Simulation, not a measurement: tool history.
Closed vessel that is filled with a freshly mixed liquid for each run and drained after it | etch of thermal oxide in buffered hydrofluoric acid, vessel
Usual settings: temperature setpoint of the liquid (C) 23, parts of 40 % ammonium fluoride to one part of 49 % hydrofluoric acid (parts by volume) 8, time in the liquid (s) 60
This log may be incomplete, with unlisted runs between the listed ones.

run,hour,temperature setpoint of the liquid (C),parts of 40 % ammonium fluoride to one part of 49 % hydrofluoric acid (parts by volume),time in the liquid (s),wafers since the last listed run,hours since the thermometer was replaced,hours since the hydrofluoric acid flow meter was replaced,hours since the gauge calibration,"read-back film thickness of the thermal oxide reference wafer, read on the same gauge (nm)",thickness taken off the thermal oxide on a monitor wafer (angstrom)
1,0,23,8,60,0,1525,593.4,647.6,59.99,803.6
2,33,23,8,60,4936,1558,626.4,680.6,60.02,802.5
# hour 34.6: hydrofluoric acid flow meter replaced
3,75.4,23,8,60,6192,1600.4,40.8,723,60,814.3
# hour 90.9: gauge calibrated
4,108.3,24,8,75,4921,1633.3,73.7,17.4,59.99,1057.1
5,136.8,23,8,60,4263,1661.8,102.2,45.9,60,802.5
6,171.2,23,8,60,5145,1696.2,136.6,80.3,60.02,796.8
7,196.7,23,8,85,3814,1721.7,162.1,105.8,59.97,1141.4
8,217.9,23,8,60,3171,1742.9,183.3,127,60,800.9
9,241.7,23,8,60,3560,1766.7,207.1,150.8,60,802.5
10,265.7,23,8,60,3590,1790.7,231.1,174.8,59.98,805
11,332.8,23,8,60,10037,1857.8,298.2,241.9,60.01,797
12,365.4,23,8,60,4876,1890.4,330.8,274.5,59.99,804.1
13,385.9,23,8,60,3066,1910.9,351.3,295,59.99,794
14,418.6,23,9,35,4891,1943.6,384,327.7,60,412.7
15,449.9,23,8,60,4682,1974.9,415.3,359,60.01,808
16,478.5,23,8,60,4278,2003.5,443.9,387.6,60,802.7
17,494.6,23,8,60,2408,2019.6,460,403.7,60.01,804.8
# hour 505.8: thermometer replaced
18,508,20.5,5.5,70,1854,2.2,473.4,417.1,60.01,1161.4
19,529.2,23,8,60,3171,23.4,494.6,438.3,60,812.7

For run 20, what comes out?
20,591.7,26.5,10.5,45,9349,85.9,557.1,500.8,?,?

{"run 20": {"read-back film thickness of the thermal oxide reference wafer, read on the same gauge (nm)": 60.01, "thickness taken off the thermal oxide on a monitor wafer (angstrom)": 574.2}}
Minus the tool's unlogged condition, the same run would have read thickness taken off the thermal oxide on a monitor wafer (angstrom) 574.2.
